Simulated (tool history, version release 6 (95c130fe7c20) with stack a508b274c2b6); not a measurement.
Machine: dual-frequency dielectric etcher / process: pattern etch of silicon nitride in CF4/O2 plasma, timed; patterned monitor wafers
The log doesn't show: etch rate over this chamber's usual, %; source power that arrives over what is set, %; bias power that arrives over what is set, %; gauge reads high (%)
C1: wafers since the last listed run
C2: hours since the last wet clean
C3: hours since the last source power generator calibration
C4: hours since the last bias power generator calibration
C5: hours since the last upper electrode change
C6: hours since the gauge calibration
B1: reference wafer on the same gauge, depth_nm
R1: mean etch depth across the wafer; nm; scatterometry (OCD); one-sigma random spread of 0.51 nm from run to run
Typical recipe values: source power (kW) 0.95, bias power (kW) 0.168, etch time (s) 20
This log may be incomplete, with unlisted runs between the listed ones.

{"run": 1, "day": 0.0, "source power (kW)": 0.95, "bias power (kW)": 0.168, "etch time (s)": 20, "C1": 0, "C2": 483.9, "C3": 4768.1, "C4": 4526.9, "C5": 4025.7, "C6": 1118.3, "B1": 81.7, "R1": 77.5}
{"run": 2, "day": 0.55, "source power (kW)": 0.95, "bias power (kW)": 0.168, "etch time (s)": 20, "C1": 220, "C2": 497.1, "C3": 4781.3, "C4": 4540.1, "C5": 4038.9, "C6": 1131.5, "B1": 81.6, "R1": 77.6}
{"run": 3, "day": 1.558, "source power (kW)": 0.95, "bias power (kW)": 0.182, "etch time (s)": 20, "C1": 404, "C2": 521.3, "C3": 4805.5, "C4": 4564.3, "C5": 4063.1, "C6": 1155.7, "B1": 81.7, "R1": 80.3}
{"run": 4, "day": 2.296, "source power (kW)": 0.95, "bias power (kW)": 0.182, "etch time (s)": 20, "C1": 295, "C2": 539, "C3": 4823.2, "C4": 4582, "C5": 4080.8, "C6": 1173.4, "B1": 81.7, "R1": 80.7}
{"run": 5, "day": 3.171, "source power (kW)": 0.95, "bias power (kW)": 0.182, "etch time (s)": 20, "C1": 351, "C2": 560, "C3": 4844.2, "C4": 4603, "C5": 4101.8, "C6": 1194.4, "B1": 81.6, "R1": 79.6}
{"day": 4.017, "done": "source power generator calibrated"}
{"run": 6, "day": 4.354, "source power (kW)": 1.06, "bias power (kW)": 0.18, "etch time (s)": 20, "C1": 407, "C2": 588.4, "C3": 8.1, "C4": 4631.4, "C5": 4130.2, "C6": 1222.8, "B1": 81.5, "R1": 89.2}
{"day": 6.388, "done": "wet clean of the chamber"}
{"day": 7.262, "done": "upper electrode replaced"}
{"run": 7, "day": 7.283, "source power (kW)": 0.95, "bias power (kW)": 0.193, "etch time (s)": 20, "C1": 423, "C2": 21.5, "C3": 78.4, "C4": 4701.7, "C5": 0.5, "C6": 1293.1, "B1": 81.5, "R1": 81.2}
{"day": 9.404, "done": "gauge calibrated"}
{"run": 8, "day": 9.858, "source power (kW)": 0.95, "bias power (kW)": 0.193, "etch time (s)": 20, "C1": 1033, "C2": 83.3, "C3": 140.2, "C4": 4763.5, "C5": 62.3, "C6": 10.9, "B1": 81.8, "R1": 81.2}
{"run": 9, "day": 10.733, "source power (kW)": 0.72, "bias power (kW)": 0.196, "etch time (s)": 20, "C1": 351, "C2": 104.3, "C3": 161.2, "C4": 4784.5, "C5": 83.3, "C6": 31.9, "B1": 81.9, "R1": 60.7}
{"run": 10, "day": 11.992, "source power (kW)": 0.95, "bias power (kW)": 0.168, "etch time (s)": 20, "C1": 504, "C2": 134.5, "C3": 191.4, "C4": 4814.7, "C5": 113.5, "C6": 62.1, "B1": 81.5, "R1": 77.6}
{"run": 11, "day": 12.846, "source power (kW)": 0.95, "bias power (kW)": 0.168, "etch time (s)": 17.5, "C1": 342, "C2": 155, "C3": 211.9, "C4": 4835.2, "C5": 134, "C6": 82.6, "B1": 81.4, "R1": 68.9}
{"run": 12, "day": 13.908, "source power (kW)": 0.88, "bias power (kW)": 0.205, "etch time (s)": 22.5, "C1": 426, "C2": 180.5, "C3": 237.4, "C4": 4860.7, "C5": 159.5, "C6": 108.1, "B1": 81.4, "R1": 87.6}
{"run": 13, "day": 14.821, "source power (kW)": 0.95, "bias power (kW)": 0.168, "etch time (s)": 20, "C1": 366, "C2": 202.4, "C3": 259.3, "C4": 4882.6, "C5": 181.4, "C6": 130, "B1": 81.6, "R1": 79.3}
{"run": 14, "day": 16.25, "source power (kW)": 0.95, "bias power (kW)": 0.132, "etch time (s)": 20, "C1": 573, "C2": 236.7, "C3": 293.6, "C4": 4916.9, "C5": 215.7, "C6": 164.3, "B1": 81.6, "R1": 72.1}
{"run": 15, "day": 17.367, "source power (kW)": 0.95, "bias power (kW)": 0.132, "etch time (s)": 20, "C1": 448, "C2": 263.5, "C3": 320.4, "C4": 4943.7, "C5": 242.5, "C6": 191.1, "B1": 81.7, "R1": 72.3}
{"run": 16, "day": 18.488, "source power (kW)": 0.95, "bias power (kW)": 0.168, "etch time (s)": 20, "C1": 449, "C2": 290.4, "C3": 347.3, "C4": 4970.6, "C5": 269.4, "C6": 218, "B1": 81.5, "R1": 77.9}
{"run": 17, "day": 19.562, "source power (kW)": 0.83, "bias power (kW)": 0.18, "etch time (s)": 24.5, "C1": 431, "C2": 316.2, "C3": 373.1, "C4": 4996.4, "C5": 295.2, "C6": 243.8, "B1": 81.7, "R1": 85.6}
{"day": 20.479, "done": "bias power generator calibrated"}
{"run": 18, "day": 22.225, "source power (kW)": 0.95, "bias power (kW)": 0.168, "etch time (s)": 20, "C1": 1001, "C2": 380.1, "C3": 437, "C4": 41.9, "C5": 359.1, "C6": 307.7, "B1": 81.5, "R1": 77.2}
{"run": 19, "day": 23.179, "source power (kW)": 0.95, "bias power (kW)": 0.168, "etch time (s)": 20, "C1": 382, "C2": 403, "C3": 459.9, "C4": 64.8, "C5": 382, "C6": 330.6, "B1": 81.8, "R1": 78.1}
{"run": 20, "day": 24.354, "source power (kW)": 1.15, "bias power (kW)": 0.198, "etch time (s)": 25, "C1": 471, "C2": 431.2, "C3": 488.1, "C4": 93, "C5": 410.2, "C6": 358.8, "B1": 81.4, "R1": 125.9}
{"run": 21, "day": 25.762, "source power (kW)": 0.86, "bias power (kW)": 0.168, "etch time (s)": 20, "C1": 565, "C2": 465, "C3": 521.9, "C4": 126.8, "C5": 444, "C6": 392.6, "B1": 81.5, "R1": 70.3}
{"run": 22, "day": 26.946, "source power (kW)": 0.95, "bias power (kW)": 0.168, "etch time (s)": 16.5, "C1": 474, "C2": 493.4, "C3": 550.3, "C4": 155.2, "C5": 472.4, "C6": 421, "B1": 81.6, "R1": 64.6}
{"run": 23, "day": 28.071, "source power (kW)": 1.14, "bias power (kW)": 0.182, "etch time (s)": 18, "C1": 451, "C2": 520.4, "C3": 577.3, "C4": 182.2, "C5": 499.4, "C6": 448, "B1": 81.4, "R1": 87.2}

The next listed run, before its measurement:
{"day": 29.746, "done": "wet clean of the chamber"}
{"run": 24, "day": 29.767, "source power (kW)": 1.15, "bias power (kW)": 0.168, "etch time (s)": 25, "C1": 279, "C2": 0.5, "C3": 618, "C4": 222.9, "C5": 540.1, "C6": 488.7, "B1": "?", "R1": "?"}

Logged for run 24: B1 81.5, R1 117.6 nm.
If the tool had no hidden condition, the same run with the same run-to-run variation would have returned R1 117.6 nm.

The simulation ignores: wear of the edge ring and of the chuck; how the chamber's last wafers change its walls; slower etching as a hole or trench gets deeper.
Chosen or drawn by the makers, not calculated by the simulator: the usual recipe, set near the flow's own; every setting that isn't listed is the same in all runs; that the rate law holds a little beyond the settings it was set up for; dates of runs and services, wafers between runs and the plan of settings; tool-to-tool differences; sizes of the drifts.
